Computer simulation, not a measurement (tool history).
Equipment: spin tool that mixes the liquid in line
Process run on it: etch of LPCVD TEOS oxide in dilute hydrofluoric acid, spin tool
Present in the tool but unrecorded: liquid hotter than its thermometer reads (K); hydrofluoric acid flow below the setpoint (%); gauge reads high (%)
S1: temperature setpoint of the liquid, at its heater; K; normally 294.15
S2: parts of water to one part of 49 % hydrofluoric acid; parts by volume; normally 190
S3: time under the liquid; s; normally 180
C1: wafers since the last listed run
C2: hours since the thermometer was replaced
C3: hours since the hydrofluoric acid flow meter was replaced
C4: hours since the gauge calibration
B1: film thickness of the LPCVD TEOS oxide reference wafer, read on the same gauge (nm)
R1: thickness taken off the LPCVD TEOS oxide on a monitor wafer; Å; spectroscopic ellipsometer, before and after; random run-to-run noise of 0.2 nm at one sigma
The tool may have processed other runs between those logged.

run,day,S1,S2,S3,C1,C2,C3,C4,B1,R1
1,0,294.15,190,180,0,794,80.4,371,130.02,276
2,1.421,294.15,190,180,239,828.1,114.5,405.1,129.98,274.2
3,4.504,294.15,165,180,520,902.1,188.5,479.1,129.98,326.5
4,6.108,294.15,165,180,270,940.6,227,517.6,130.01,325.2
5,7.212,294.15,165,180,186,967.1,253.5,544.1,129.96,322.3
6,8.246,294.15,225,180,174,991.9,278.3,568.9,130.03,223.1
7,10.142,294.15,225,180,320,1037.4,323.8,614.4,129.99,225.3
8,17.904,294.15,225,180,1310,1223.7,510.1,800.7,129.99,218.2
9,23.521,294.15,190,180,948,1358.5,644.9,935.5,129.99,264.4
10,26.483,294.15,190,180,500,1429.6,716,1006.6,130,266.7
# day 27.083: thermometer replaced
11,27.721,294.15,225,130,201,15.3,745.7,1036.3,130.02,156.6
12,30.212,294.15,190,180,420,75.1,805.5,1096.1,130,264.6
# day 30.717: gauge calibrated
13,31.921,294.15,190,180,288,116.1,846.5,28.9,130,263.3
14,33.917,290.15,190,180,337,164,894.4,76.8,130.01,222.1
15,35.012,290.15,190,180,185,190.3,920.7,103.1,130.04,223.6
# day 35.329: hydrofluoric acid flow meter replaced
16,37.092,294.15,190,180,344,240.2,42.3,153,130,283.3
17,39.783,290.15,255,130,454,304.8,106.9,217.6,129.98,119.8
18,42.375,297.65,155,250,437,367,169.1,279.8,129.97,561.8
19,44.246,290.65,225,135,315,411.9,214,324.7,130,145.6
20,45.488,294.15,155,180,209,441.7,243.8,354.5,130.03,350
21,46.671,292.15,145,225,199,470.1,272.2,382.9,129.99,439.1
22,47.717,294.15,230,270,176,495.2,297.3,408,130,328.2
23,49.962,296.15,220,110,379,549.1,351.2,461.9,130.01,150.8
24,51.454,294.15,145,180,251,584.9,387,497.7,129.98,371.2
25,53.3,296.65,230,75,311,629.2,431.3,542,130,99.2
26,55.625,294.15,190,180,392,685,487.1,597.8,129.98,267.9
27,57.608,294.15,190,180,334,732.6,534.7,645.4,130.03,269.8
28,58.892,294.15,265,180,216,763.4,565.5,676.2,130,177.4
29,60.554,298.65,105,180,280,803.3,605.4,716.1,129.97,635.1
30,63.471,294.15,190,75,492,873.3,675.4,786.1,129.98,111.7
# day 65.325: gauge calibrated
31,65.504,294.15,190,180,343,922.1,724.2,4.3,130.05,265.8
32,67.612,292.15,145,225,356,972.7,774.8,54.9,130.03,419.4

A few steps of R1 between consecutive runs. Split each: what settings, incoming material and random variation would produce without the hidden state, and what is left over for the hidden state, along with gauge scatter present in only one of the two compared results (measured, and without hidden state):
Run 15 -> 16: S1 290.15 -> 294.15, hydrofluoric acid flow meter replaced. R1 +59.7 Å: hidden state +14.6, all else +45.1.
Run 17 -> 18: S1 290.15 -> 297.65, S2 255 -> 155, S3 130 -> 250. R1 +442 Å: hidden state -7.3, all else +449.3.
Run 28 -> 29: S1 294.15 -> 298.65, S2 265 -> 105. R1 +457.7 Å: hidden state -20.5, all else +478.2.
Run 29 -> 30: S1 298.65 -> 294.15, S2 105 -> 190, S3 180 -> 75. R1 -523.4 Å: hidden state +22.9, all else -546.3.

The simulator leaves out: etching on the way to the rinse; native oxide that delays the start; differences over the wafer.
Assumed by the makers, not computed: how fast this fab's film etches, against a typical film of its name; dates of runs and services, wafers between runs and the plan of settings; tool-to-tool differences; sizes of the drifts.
